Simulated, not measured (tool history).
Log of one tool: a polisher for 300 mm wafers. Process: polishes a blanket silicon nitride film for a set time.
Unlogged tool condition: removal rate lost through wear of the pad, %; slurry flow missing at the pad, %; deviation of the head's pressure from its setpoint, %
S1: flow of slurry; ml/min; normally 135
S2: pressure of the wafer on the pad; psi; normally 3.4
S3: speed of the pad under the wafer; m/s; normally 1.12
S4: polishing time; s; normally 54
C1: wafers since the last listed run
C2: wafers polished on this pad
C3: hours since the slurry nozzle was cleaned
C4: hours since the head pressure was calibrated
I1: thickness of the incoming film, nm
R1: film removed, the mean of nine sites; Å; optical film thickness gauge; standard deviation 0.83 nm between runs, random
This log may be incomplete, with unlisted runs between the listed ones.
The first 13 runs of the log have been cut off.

run	hour	S1	S2	S3	S4	C1	C2	C3	C4	I1	R1
14	912.9	135	3.4	1.12	54	1148	9162	109	441.6	460.9	918
15	956.8	100	3.4	1.48	36	590	9752	152.9	485.5	465.1	671
# hour 1043.1: worn pad replaced by a new one
16	1050.1	135	3.4	1.12	54	1200	93	246.2	578.8	453.5	1010
17	1255.8	110	4.5	0.8	65	2765	2859	451.9	784.5	462.4	1205
# hour 1314.7: head pressure recalibrated
18	1343.2	135	3.4	1.12	64	1148	4007	539.3	28.5	458	1182
# hour 1495.6: slurry nozzle cleaned
19	1589.7	110	3.4	1	54	3301	7308	94.1	275	456.6	872
20	1672.2	135	3.4	1.12	54	1109	8418	176.6	357.5	459	952
21	1731.1	160	3.4	1.12	54	791	9210	235.5	416.4	452.2	950
# hour 1776.5: worn pad replaced by a new one
22	1805.7	135	3.4	1.12	54	949	392	310.1	491	456	1013
23	1866.7	135	4.4	1.12	35	820	1213	371.1	552	451.6	810
24	1949.6	135	3.4	0.76	54	1114	2327	454	634.9	464.2	822
25	2026.6	165	2.8	1.38	54	1035	3363	531	711.9	463	990
26	2120.6	135	4.6	1.26	54	1263	4627	625	805.9	464.7	1335
# hour 2155.8: head pressure recalibrated
27	2192.1	155	4	1.12	54	934	5561	696.5	36.3	457	1135
28	2296.5	170	2.7	1.12	54	1403	6965	800.9	140.7	457.8	833
# hour 2373.1: slurry nozzle cleaned
29	2378.6	135	3.4	1.46	54	1090	8056	5.5	222.8	456.8	1076
30	2478.1	135	3.4	1.12	54	1337	9394	105	322.3	451.3	917
31	2516.1	135	3.4	1	54	510	9905	143	360.3	454.1	856
# hour 2536.9: worn pad replaced by a new one
32	2589	135	3.4	1.12	54	926	699	215.9	433.2	463.8	1032
33	2668.9	175	3.4	1.48	71	1074	1774	295.8	513.1	465.7	1639
34	2737.6	135	3.4	1.12	54	923	2698	364.5	581.8	463.6	1016
35	2811.3	105	3.4	1.12	54	991	3689	438.2	655.5	467.4	961
# hour 2843.5: head pressure recalibrated
36	3006	135	3.1	0.72	54	2591	6280	632.9	162.5	462.6	724

Each row is a separate what-if for the run after 36, all from the same tool condition, not one after another. Results?
A	3006.4	135	3.4	1.12	47	5	6285	633.3	162.9	466.2	?
B	3006.4	135	4.3	1.12	54	5	6285	633.3	162.9	466.2	?
C	3006.4	120	3.4	1.12	62	5	6285	633.3	162.9	466.2	?
D	3006.4	150	3.4	1.3	63	5	6285	633.3	162.9	466.2	?
E	3006.4	135	3.4	0.88	37	5	6285	633.3	162.9	466.2	?

run	R1
A	849
B	1181
C	1094
D	1260
E	589
With the hidden condition removed and each run's random variation left untouched, the same runs would have given:
run	R1
A	885
B	1231
C	1141
D	1314
E	614
